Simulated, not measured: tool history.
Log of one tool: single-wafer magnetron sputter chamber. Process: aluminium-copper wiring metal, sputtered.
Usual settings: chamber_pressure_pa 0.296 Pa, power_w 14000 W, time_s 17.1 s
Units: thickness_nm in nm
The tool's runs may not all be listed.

| run | hour | chamber_pressure_pa | power_w | time_s | wafers since the last listed run | wafers on the sputter target | hours since the last manometer calibration | hours since the magnet pack was replaced | hours since the gauge calibration | read-back reference wafer on the same gauge, thickness_nm | thickness_nm |
|---|---|---|---|---|---|---|---|---|---|---|---|
| 1 | 0 | 0.296 | 14000 | 17.1 | 0 | 2323 | 732.3 | 6842.2 | 166.5 | 413.949 | 439.38 |
| 2 | 65.3 | 0.218 | 14000 | 14.8 | 1101 | 3425 | 797.6 | 6907.5 | 231.8 | 413.834 | 394.488 |
| 3 | 130.9 | 0.218 | 14000 | 14.8 | 1106 | 4532 | 863.2 | 6973.1 | 297.4 | 413.627 | 393.934 |
| 4 | 169.7 | 0.296 | 12450 | 17.1 | 654 | 5186 | 902 | 7011.9 | 336.2 | 413.777 | 389.847 |
| 5 | 219 | 0.296 | 12450 | 17.1 | 831 | 6018 | 951.3 | 7061.2 | 385.5 | 413.952 | 389.439 |
|  | 281.2 | sputter target and shields replaced |
| 6 | 281.7 | 0.296 | 12450 | 17.1 | 922 | 8 | 1014 | 7123.9 | 448.2 | 413.825 | 397.684 |
| 7 | 337 | 0.329 | 15700 | 17.1 | 933 | 941 | 1069.3 | 7179.2 | 503.5 | 413.67 | 491.791 |
|  | 355.4 | capacitance manometer re-zeroed and calibrated |
| 8 | 399.8 | 0.347 | 14000 | 17.1 | 924 | 1865 | 44.4 | 7242 | 566.3 | 413.915 | 428.48 |
| 9 | 501 | 0.296 | 15850 | 16.1 | 1707 | 3573 | 145.6 | 7343.2 | 667.5 | 414.227 | 467.292 |
| 10 | 546.8 | 0.335 | 14000 | 17.1 | 772 | 4345 | 191.4 | 7389 | 713.3 | 414.09 | 429.568 |
| 11 | 590.8 | 0.335 | 14000 | 17.1 | 742 | 5088 | 235.4 | 7433 | 757.3 | 413.892 | 428.515 |
| 12 | 645.9 | 0.296 | 12100 | 17.1 | 929 | 6017 | 290.5 | 7488.1 | 812.4 | 413.953 | 376.095 |
| 13 | 683.7 | 0.296 | 14000 | 17.1 | 637 | 6655 | 328.3 | 7525.9 | 850.2 | 413.947 | 434.22 |
|  | 703.3 | sputter target and shields replaced |
| 14 | 731.4 | 0.385 | 11600 | 19.1 | 669 | 473 | 376 | 7573.6 | 897.9 | 413.685 | 395.996 |
| 15 | 774.5 | 0.368 | 17300 | 16.1 | 727 | 1200 | 419.1 | 7616.7 | 941 | 413.909 | 498.647 |
|  | 858.1 | magnet pack replaced, of another model than before |
| 16 | 893 | 0.296 | 14000 | 17.1 | 1864 | 3064 | 537.6 | 34.9 | 1059.5 | 414.283 | 439.04 |
| 17 | 996.4 | 0.352 | 14000 | 17.1 | 1744 | 4809 | 641 | 138.3 | 1162.9 | 413.958 | 428.978 |
|  | 1052.5 | sputter target and shields replaced |
| 18 | 1083.8 | 0.296 | 14000 | 17.1 | 1339 | 528 | 728.4 | 225.7 | 1250.3 | 414.278 | 445.09 |
|  | 1085 | gauge calibrated |
| 19 | 1143.4 | 0.296 | 14000 | 17.1 | 1005 | 1534 | 788 | 285.3 | 58.4 | 413.956 | 440.66 |
| 20 | 1218.9 | 0.296 | 14000 | 19.4 | 1273 | 2808 | 863.5 | 360.8 | 133.9 | 414.116 | 496.52 |
|  | 1294.6 | capacitance manometer re-zeroed and calibrated |
| 21 | 1324.5 | 0.39 | 15300 | 17.1 | 1646 | 4454 | 29.9 | 466.4 | 239.5 | 414.23 | 462.286 |
| 22 | 1371.4 | 0.335 | 14000 | 20.2 | 791 | 5246 | 76.8 | 513.3 | 286.4 | 414.348 | 509.947 |
| 23 | 1409.6 | 0.379 | 14000 | 17.1 | 644 | 5890 | 115 | 551.5 | 324.6 | 413.789 | 421.463 |
|  | 1461.7 | sputter target and shields replaced |
| 24 | 1496.6 | 0.235 | 14000 | 20 | 1332 | 589 | 202 | 638.5 | 411.6 | 414.264 | 531.214 |
| 25 | 1802.7 | 0.296 | 14000 | 18.9 | 5164 | 5753 | 508.1 | 944.6 | 717.7 | 413.956 | 482.8 |

4 ways to go on from here, each from the tool as it stands after run 25. What would each give?
| A | 1803.1 | 0.296 | 14000 | 17.1 | 6 | 5760 | 508.5 | 945 | 718.1 | ? | ? |
| B | 1803.1 | 0.191 | 14000 | 20 | 6 | 5760 | 508.5 | 945 | 718.1 | ? | ? |
| C | 1803.1 | 0.333 | 15200 | 17.1 | 6 | 5760 | 508.5 | 945 | 718.1 | ? | ? |
| D | 1803.1 | 0.354 | 16350 | 19.1 | 6 | 5760 | 508.5 | 945 | 718.1 | ? | ? |

| run | read-back reference wafer on the same gauge, thickness_nm | thickness_nm |
|---|---|---|
| A | 414.178 | 435.123 |
| B | 414.178 | 528.595 |
| C | 414.178 | 466.204 |
| D | 414.178 | 555.949 |
Without the tool's hidden state the same runs would have given:
| run | thickness_nm |
|---|---|
| A | 449.543 |
| B | 546.113 |
| C | 481.653 |
| D | 574.373 |
